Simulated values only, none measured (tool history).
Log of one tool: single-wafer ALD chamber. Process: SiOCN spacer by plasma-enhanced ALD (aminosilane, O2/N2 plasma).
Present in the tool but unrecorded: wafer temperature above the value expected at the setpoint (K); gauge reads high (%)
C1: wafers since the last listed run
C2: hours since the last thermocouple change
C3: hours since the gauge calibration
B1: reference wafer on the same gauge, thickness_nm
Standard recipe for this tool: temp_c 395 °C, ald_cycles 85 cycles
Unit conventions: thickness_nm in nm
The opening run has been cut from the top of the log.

run 2 hour=22.4 | temp_c=395 ald_cycles=85 | C1=95 C2=1898.1 C3=121.1 | B1=5.415 | thickness_nm=4.814
run 3 hour=52.5 | temp_c=395 ald_cycles=85 | C1=128 C2=1928.2 C3=151.2 | B1=5.41 | thickness_nm=4.812
run 4 hour=85.3 | temp_c=395 ald_cycles=85 | C1=140 C2=1961 C3=184 | B1=5.409 | thickness_nm=4.813
run 5 hour=113.6 | temp_c=395 ald_cycles=85 | C1=121 C2=1989.3 C3=212.3 | B1=5.413 | thickness_nm=4.826
run 6 hour=146 | temp_c=403 ald_cycles=85 | C1=138 C2=2021.7 C3=244.7 | B1=5.41 | thickness_nm=4.784
run 7 hour=167.6 | temp_c=403 ald_cycles=85 | C1=92 C2=2043.3 C3=266.3 | B1=5.406 | thickness_nm=4.785
run 8 hour=187.6 | temp_c=403 ald_cycles=85 | C1=85 C2=2063.3 C3=286.3 | B1=5.413 | thickness_nm=4.768
run 9 hour=206.4 | temp_c=395 ald_cycles=85 | C1=80 C2=2082.1 C3=305.1 | B1=5.416 | thickness_nm=4.808
run 10 hour=270.9 | temp_c=395 ald_cycles=85 | C1=276 C2=2146.6 C3=369.6 | B1=5.407 | thickness_nm=4.828
run 11 hour=300.3 | temp_c=395 ald_cycles=85 | C1=125 C2=2176 C3=399 | B1=5.412 | thickness_nm=4.802
run 12 hour=335.2 | temp_c=395 ald_cycles=93 | C1=149 C2=2210.9 C3=433.9 | B1=5.413 | thickness_nm=5.276
run 13 hour=409.5 | temp_c=405 ald_cycles=85 | C1=318 C2=2285.2 C3=508.2 | B1=5.41 | thickness_nm=4.737
run 14 hour=422.3 | temp_c=405 ald_cycles=85 | C1=54 C2=2298 C3=521 | B1=5.411 | thickness_nm=4.756
run 15 hour=456.6 | temp_c=405 ald_cycles=85 | C1=146 C2=2332.3 C3=555.3 | B1=5.408 | thickness_nm=4.73
run 16 hour=531.7 | temp_c=395 ald_cycles=85 | C1=321 C2=2407.4 C3=630.4 | B1=5.413 | thickness_nm=4.837
run 17 hour=553.3 | temp_c=395 ald_cycles=85 | C1=92 C2=2429 C3=652 | B1=5.413 | thickness_nm=4.811
run 18 hour=587.5 | temp_c=395 ald_cycles=85 | C1=146 C2=2463.2 C3=686.2 | B1=5.415 | thickness_nm=4.797
-- hour=611.1 thermocouple changed; heater temperature recalibrated
run 19 hour=620.2 | temp_c=395 ald_cycles=85 | C1=105 C2=9.1 C3=718.9 | B1=5.411 | thickness_nm=4.81
run 20 hour=650.5 | temp_c=381 ald_cycles=96 | C1=129 C2=39.4 C3=749.2 | B1=5.41 | thickness_nm=5.447
run 21 hour=671.8 | temp_c=402 ald_cycles=100 | C1=91 C2=60.7 C3=770.5 | B1=5.406 | thickness_nm=5.625
run 22 hour=704 | temp_c=395 ald_cycles=76 | C1=137 C2=92.9 C3=802.7 | B1=5.413 | thickness_nm=4.302
run 23 hour=718.8 | temp_c=399 ald_cycles=85 | C1=63 C2=107.7 C3=817.5 | B1=5.412 | thickness_nm=4.805
run 24 hour=738.4 | temp_c=395 ald_cycles=85 | C1=83 C2=127.3 C3=837.1 | B1=5.414 | thickness_nm=4.82
run 25 hour=768.8 | temp_c=395 ald_cycles=85 | C1=130 C2=157.7 C3=867.5 | B1=5.412 | thickness_nm=4.829

What does the tool deliver on the next run?
-- hour=797.2 gauge calibrated
run 26 hour=803.2 | temp_c=384 ald_cycles=81 | C1=147 C2=192.1 C3=6 | B1=? | thickness_nm=?

{"run 26": {"B1": 5.407, "thickness_nm": 4.599}}
On a tool with no hidden condition, and with the same random variation, this run would have come out at thickness_nm 4.599 nm.
